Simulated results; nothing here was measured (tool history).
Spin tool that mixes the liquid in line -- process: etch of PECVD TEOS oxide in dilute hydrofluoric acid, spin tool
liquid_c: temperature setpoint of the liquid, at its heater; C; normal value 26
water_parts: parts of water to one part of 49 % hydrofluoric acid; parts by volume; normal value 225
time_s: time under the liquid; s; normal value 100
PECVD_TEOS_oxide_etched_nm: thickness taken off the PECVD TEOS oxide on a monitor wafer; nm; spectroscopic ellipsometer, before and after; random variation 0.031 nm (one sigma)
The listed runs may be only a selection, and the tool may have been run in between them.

run,hour,liquid_c,water_parts,time_s,wafers since the last listed run,hours since the thermometer was replaced,hours since the hydrofluoric acid flow meter was replaced,hours since the gauge calibration,"read-back film thickness of the PECVD TEOS oxide reference wafer, read on the same gauge (nm)",PECVD_TEOS_oxide_etched_nm
1,0,29.5,225,100,0,574.9,2290.5,94.4,29.99,7.25
2,16.4,29.5,225,100,125,591.3,2306.9,110.8,30,7.28
3,25.6,26,225,80,70,600.5,2316.1,120,29.99,5.18
4,33.3,26,225,80,58,608.2,2323.8,127.7,30,5.16
5,39.6,22.5,225,125,48,614.5,2330.1,134,29.98,7.15
6,48.4,22.5,225,125,67,623.3,2338.9,142.8,29.95,7.21
7,58.8,26,225,100,79,633.7,2349.3,153.2,30.01,6.46
8,75.5,26,225,100,127,650.4,2366,169.9,29.97,6.52
9,82.9,26,225,100,56,657.8,2373.4,177.3,30.04,6.46
10,96.3,26,225,85,102,671.2,2386.8,190.7,30.01,5.47
11,113.1,26,225,85,128,688,2403.6,207.5,30,5.5
12,127.5,24,225,100,110,702.4,2418,221.9,30.01,6.03
13,139.9,24,225,100,94,714.8,2430.4,234.3,30.02,6.05
# hour 145.5: thermometer replaced
14,155.4,26,225,60,111,9.9,2445.9,249.8,29.97,3.55
15,168.6,23.5,150,150,101,23.1,2459.1,263,30.02,13.42
# hour 172: gauge calibrated
16,177.7,26,225,100,69,32.2,2468.2,5.7,30.01,5.92
17,185.9,27.5,195,70,62,40.4,2476.4,13.9,29.95,5.29
18,193.3,26,290,80,56,47.8,2483.8,21.3,29.99,3.4
19,199.3,22.5,225,120,45,53.8,2489.8,27.3,30,6.28
20,212.2,23.5,325,60,98,66.7,2502.7,40.2,30.01,2.03
21,222.4,28,140,155,78,76.9,2512.9,50.4,29.98,17.74
22,228.6,26,225,100,47,83.1,2519.1,56.6,30,5.95
23,235.7,22.5,225,100,54,90.2,2526.2,63.7,30.02,5.28
# hour 239.4: hydrofluoric acid flow meter replaced
24,257.9,26,275,100,162,112.4,18.5,85.9,29.97,5.46
25,274.9,26,295,100,130,129.4,35.5,102.9,30,4.97
26,292.6,28.5,190,145,135,147.1,53.2,120.6,30,13.72
27,304.6,28.5,180,150,91,159.1,65.2,132.6,29.97,15.16

Consider 3 possible next runs. They are alternatives, not a sequence: every one starts from the tool as it was left by run 27. What does each give?
A,305,26,225,100,3,159.5,65.6,133,?,?
B,305,31,120,100,3,159.5,65.6,133,?,?
C,305,28,155,70,3,159.5,65.6,133,?,?

run,"read-back film thickness of the PECVD TEOS oxide reference wafer, read on the same gauge (nm)",PECVD_TEOS_oxide_etched_nm
A,30.04,7.02
B,30.04,17.97
C,30.04,8.33
The same runs, with their run-to-run variation unchanged, on a tool lacking any hidden condition would have given:
run,PECVD_TEOS_oxide_etched_nm
A,7.03
B,17.97
C,8.33

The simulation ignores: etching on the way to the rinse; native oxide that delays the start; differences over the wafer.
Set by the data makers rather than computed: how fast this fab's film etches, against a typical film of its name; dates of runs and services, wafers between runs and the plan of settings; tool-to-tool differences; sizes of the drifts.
